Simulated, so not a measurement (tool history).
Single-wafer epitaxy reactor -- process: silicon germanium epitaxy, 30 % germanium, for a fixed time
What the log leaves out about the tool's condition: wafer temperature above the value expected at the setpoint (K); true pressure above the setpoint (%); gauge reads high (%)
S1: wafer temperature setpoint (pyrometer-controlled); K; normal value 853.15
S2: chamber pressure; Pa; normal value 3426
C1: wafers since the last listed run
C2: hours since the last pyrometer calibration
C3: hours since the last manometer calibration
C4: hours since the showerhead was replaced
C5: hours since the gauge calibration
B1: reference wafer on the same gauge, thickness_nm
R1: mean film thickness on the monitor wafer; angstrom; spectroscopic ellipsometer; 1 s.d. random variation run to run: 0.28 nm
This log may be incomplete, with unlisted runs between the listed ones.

run	hour	S1	S2	C1	C2	C3	C4	C5	B1	R1
1	0.0	853.15	3426	0	451.0	933.1	1434.5	1192.8	38.241	496.24
2	89.4	853.15	3426	2182	540.4	1022.5	1523.9	1282.2	38.178	503.02
3	188.6	853.15	3426	2422	639.6	1121.7	1623.1	1381.4	38.218	504.87
4	252.5	847.15	4013	1560	703.5	1185.6	1687.0	1445.3	38.157	476.28
5	452.0	847.15	3426	4871	903.0	1385.1	1886.5	1644.8	38.217	443.40
6	519.0	847.15	3426	1636	970.0	1452.1	1953.5	1711.8	38.239	446.63
# hour 570.4: gauge calibrated
7	578.2	847.15	3426	1445	1029.2	1511.3	2012.7	7.8	38.194	445.67
# hour 589.9: capacitance manometer re-zeroed and calibrated
8	694.7	853.15	3920	2649	1145.7	104.8	2129.2	124.3	38.144	535.66
# hour 731.4: pyrometer calibrated
9	771.5	853.15	3920	1679	40.1	181.6	2206.0	201.1	38.128	504.63
10	846.7	846.15	4000	1836	115.3	256.8	2281.2	276.3	38.267	449.82
11	953.8	857.15	2800	2615	222.4	363.9	2388.3	383.4	38.200	494.57
12	1015.0	843.15	2813	1494	283.6	425.1	2449.5	444.6	38.212	370.19
13	1101.6	853.15	3426	2114	370.2	511.7	2536.1	531.2	38.267	503.20
14	1168.2	845.15	3426	1626	436.8	578.3	2602.7	597.8	38.224	428.59
# hour 1184.0: showerhead replaced
15	1270.7	853.15	3426	2307	539.3	680.8	86.7	700.3	38.199	505.97
16	1332.1	853.15	3426	1499	600.7	742.2	148.1	761.7	38.280	514.12
17	1436.9	865.15	3893	2559	705.5	847.0	252.9	866.5	38.182	682.96
18	1494.1	841.15	3426	1396	762.7	904.2	310.1	923.7	38.224	398.82

Predict each of these 5 candidate next runs independently; none follows another, all start after run 18:
A	1494.5	857.15	3426	9	763.1	904.6	310.5	924.1	?	?
B	1494.5	858.15	2946	9	763.1	904.6	310.5	924.1	?	?
C	1494.5	863.15	4280	9	763.1	904.6	310.5	924.1	?	?
D	1494.5	839.15	2893	9	763.1	904.6	310.5	924.1	?	?
E	1494.5	865.15	3426	9	763.1	904.6	310.5	924.1	?	?

run	B1	R1
A	38.280	555.82
B	38.280	529.91
C	38.280	690.85
D	38.280	355.86
E	38.280	651.68
Without the tool's hidden state the same runs would have given:
run	R1
A	513.63
B	489.78
C	639.15
D	327.64
E	603.14
